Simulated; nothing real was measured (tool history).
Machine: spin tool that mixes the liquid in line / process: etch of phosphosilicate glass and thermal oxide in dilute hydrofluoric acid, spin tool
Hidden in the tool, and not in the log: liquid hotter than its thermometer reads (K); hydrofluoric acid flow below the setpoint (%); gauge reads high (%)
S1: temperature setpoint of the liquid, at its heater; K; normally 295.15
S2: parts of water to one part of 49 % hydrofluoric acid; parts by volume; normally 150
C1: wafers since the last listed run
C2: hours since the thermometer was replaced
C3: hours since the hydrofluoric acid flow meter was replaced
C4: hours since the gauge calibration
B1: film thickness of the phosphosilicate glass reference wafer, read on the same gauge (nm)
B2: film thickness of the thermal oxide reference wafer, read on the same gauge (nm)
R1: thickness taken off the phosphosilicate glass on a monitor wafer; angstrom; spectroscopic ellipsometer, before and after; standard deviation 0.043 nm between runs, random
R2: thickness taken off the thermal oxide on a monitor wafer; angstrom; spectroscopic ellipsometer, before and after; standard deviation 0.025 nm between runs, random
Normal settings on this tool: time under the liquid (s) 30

{"run": 1, "hour": 0.0, "S1": 295.15, "S2": 150, "time under the liquid (s)": 30, "C1": 0, "C2": 93.1, "C3": 261.8, "C4": 189.1, "B1": 100.02, "B2": 30.012, "R1": 114.0, "R2": 7.89}
{"run": 2, "hour": 73.6, "S1": 295.15, "S2": 150, "time under the liquid (s)": 30, "C1": 1241, "C2": 166.7, "C3": 335.4, "C4": 262.7, "B1": 99.99, "B2": 29.976, "R1": 113.9, "R2": 8.64}
{"run": 3, "hour": 128.8, "S1": 295.15, "S2": 150, "time under the liquid (s)": 30, "C1": 931, "C2": 221.9, "C3": 390.6, "C4": 317.9, "B1": 99.99, "B2": 30.042, "R1": 114.9, "R2": 8.79}
{"run": 4, "hour": 235.4, "S1": 295.15, "S2": 150, "time under the liquid (s)": 30, "C1": 1798, "C2": 328.5, "C3": 497.2, "C4": 424.5, "B1": 100.01, "B2": 30.011, "R1": 116.0, "R2": 8.67}
{"run": 5, "hour": 277.7, "S1": 295.15, "S2": 150, "time under the liquid (s)": 30, "C1": 713, "C2": 370.8, "C3": 539.5, "C4": 466.8, "B1": 100.03, "B2": 30.022, "R1": 115.6, "R2": 8.85}
{"run": 6, "hour": 339.3, "S1": 295.15, "S2": 150, "time under the liquid (s)": 30, "C1": 1039, "C2": 432.4, "C3": 601.1, "C4": 528.4, "B1": 99.97, "B2": 29.994, "R1": 116.6, "R2": 8.94}
{"run": 7, "hour": 418.7, "S1": 295.15, "S2": 150, "time under the liquid (s)": 30, "C1": 1339, "C2": 511.8, "C3": 680.5, "C4": 607.8, "B1": 100.0, "B2": 30.014, "R1": 117.6, "R2": 8.55}
{"run": 8, "hour": 462.9, "S1": 296.65, "S2": 150, "time under the liquid (s)": 30, "C1": 745, "C2": 556.0, "C3": 724.7, "C4": 652.0, "B1": 99.98, "B2": 29.958, "R1": 125.2, "R2": 8.96}
{"hour": 510.9, "done": "gauge calibrated"}
{"hour": 518.8, "done": "thermometer replaced"}
{"run": 9, "hour": 522.3, "S1": 296.65, "S2": 150, "time under the liquid (s)": 30, "C1": 985, "C2": 3.5, "C3": 784.1, "C4": 11.4, "B1": 99.99, "B2": 29.979, "R1": 129.4, "R2": 9.62}
{"run": 10, "hour": 578.7, "S1": 296.65, "S2": 150, "time under the liquid (s)": 30, "C1": 951, "C2": 59.9, "C3": 840.5, "C4": 67.8, "B1": 100.04, "B2": 30.009, "R1": 128.9, "R2": 9.56}
{"run": 11, "hour": 638.8, "S1": 295.15, "S2": 150, "time under the liquid (s)": 45, "C1": 1014, "C2": 120.0, "C3": 900.6, "C4": 127.9, "B1": 99.99, "B2": 29.993, "R1": 183.0, "R2": 13.94}
{"run": 12, "hour": 677.8, "S1": 295.15, "S2": 150, "time under the liquid (s)": 45, "C1": 658, "C2": 159.0, "C3": 939.6, "C4": 166.9, "B1": 99.94, "B2": 29.971, "R1": 186.1, "R2": 13.22}
{"hour": 712.2, "done": "thermometer replaced, repeated, since the last time left the tool worse"}
{"run": 13, "hour": 772.4, "S1": 295.15, "S2": 150, "time under the liquid (s)": 30, "C1": 1579, "C2": 60.2, "C3": 1034.2, "C4": 261.5, "B1": 99.96, "B2": 30.0, "R1": 112.1, "R2": 8.32}
{"run": 14, "hour": 864.0, "S1": 295.15, "S2": 190, "time under the liquid (s)": 15, "C1": 1545, "C2": 151.8, "C3": 1125.8, "C4": 353.1, "B1": 100.01, "B2": 30.005, "R1": 43.1, "R2": 3.12}
{"run": 15, "hour": 922.3, "S1": 290.65, "S2": 150, "time under the liquid (s)": 15, "C1": 983, "C2": 210.1, "C3": 1184.1, "C4": 411.4, "B1": 100.02, "B2": 29.998, "R1": 47.8, "R2": 3.6}
{"run": 16, "hour": 1020.7, "S1": 295.15, "S2": 95, "time under the liquid (s)": 45, "C1": 1660, "C2": 308.5, "C3": 1282.5, "C4": 509.8, "B1": 99.98, "B2": 29.993, "R1": 290.1, "R2": 21.16}
{"run": 17, "hour": 1070.9, "S1": 293.65, "S2": 185, "time under the liquid (s)": 20, "C1": 847, "C2": 358.7, "C3": 1332.7, "C4": 560.0, "B1": 100.0, "B2": 29.968, "R1": 56.9, "R2": 4.05}
{"run": 18, "hour": 1163.9, "S1": 295.15, "S2": 150, "time under the liquid (s)": 30, "C1": 1569, "C2": 451.7, "C3": 1425.7, "C4": 653.0, "B1": 100.01, "B2": 30.001, "R1": 117.6, "R2": 8.89}
{"run": 19, "hour": 1204.6, "S1": 297.15, "S2": 105, "time under the liquid (s)": 25, "C1": 686, "C2": 492.4, "C3": 1466.4, "C4": 693.7, "B1": 99.98, "B2": 30.002, "R1": 158.5, "R2": 11.39}
{"hour": 1221.4, "done": "hydrofluoric acid flow meter replaced"}
{"run": 20, "hour": 1263.0, "S1": 297.15, "S2": 75, "time under the liquid (s)": 45, "C1": 968, "C2": 550.8, "C3": 41.6, "C4": 752.1, "B1": 99.99, "B2": 30.007, "R1": 416.0, "R2": 29.53}
{"run": 21, "hour": 1338.5, "S1": 291.65, "S2": 220, "time under the liquid (s)": 30, "C1": 1273, "C2": 626.3, "C3": 117.1, "C4": 827.6, "B1": 99.98, "B2": 30.003, "R1": 65.9, "R2": 4.71}
{"hour": 1343.4, "done": "thermometer replaced"}
{"run": 22, "hour": 1389.5, "S1": 295.15, "S2": 150, "time under the liquid (s)": 40, "C1": 843, "C2": 46.1, "C3": 168.1, "C4": 878.6, "B1": 100.05, "B2": 29.975, "R1": 151.5, "R2": 11.16}
{"hour": 1411.2, "done": "gauge calibrated"}
{"run": 23, "hour": 1484.0, "S1": 297.65, "S2": 85, "time under the liquid (s)": 30, "C1": 1594, "C2": 140.6, "C3": 262.6, "C4": 72.8, "B1": 99.99, "B2": 29.989, "R1": 238.8, "R2": 18.54}
{"run": 24, "hour": 1547.4, "S1": 292.65, "S2": 105, "time under the liquid (s)": 35, "C1": 1069, "C2": 204.0, "C3": 326.0, "C4": 136.2, "B1": 99.98, "B2": 29.999, "R1": 182.7, "R2": 13.97}

Branching from run 24: 5 alternative next runs. What would each branch give?
{"run": "A", "hour": 1547.8, "S1": 295.15, "S2": 150, "time under the liquid (s)": 30, "C1": 6, "C2": 204.4, "C3": 326.4, "C4": 136.6, "B1": "?", "B2": "?", "R1": "?", "R2": "?"}
{"run": "B", "hour": 1547.8, "S1": 297.65, "S2": 115, "time under the liquid (s)": 20, "C1": 6, "C2": 204.4, "C3": 326.4, "C4": 136.6, "B1": "?", "B2": "?", "R1": "?", "R2": "?"}
{"run": "C", "hour": 1547.8, "S1": 290.65, "S2": 100, "time under the liquid (s)": 30, "C1": 6, "C2": 204.4, "C3": 326.4, "C4": 136.6, "B1": "?", "B2": "?", "R1": "?", "R2": "?"}
{"run": "D", "hour": 1547.8, "S1": 293.65, "S2": 205, "time under the liquid (s)": 30, "C1": 6, "C2": 204.4, "C3": 326.4, "C4": 136.6, "B1": "?", "B2": "?", "R1": "?", "R2": "?"}
{"run": "E", "hour": 1547.8, "S1": 292.15, "S2": 120, "time under the liquid (s)": 35, "C1": 6, "C2": 204.4, "C3": 326.4, "C4": 136.6, "B1": "?", "B2": "?", "R1": "?", "R2": "?"}

run=A B1=99.99 B2=29.986 R1=114.4 R2=8.64
run=B B1=99.99 B2=29.986 R1=114.2 R2=8.62
run=C B1=99.99 B2=29.986 R1=151.1 R2=11.41
run=D B1=99.99 B2=29.986 R1=74.6 R2=5.63
run=E B1=99.99 B2=29.986 R1=153.0 R2=11.55
With the hidden condition removed and each run's random variation left untouched, the same runs would have given:
run=A R1=111.7 R2=8.44
run=B R1=111.5 R2=8.42
run=C R1=147.3 R2=11.12
run=D R1=72.9 R2=5.50
run=E R1=149.2 R2=11.27
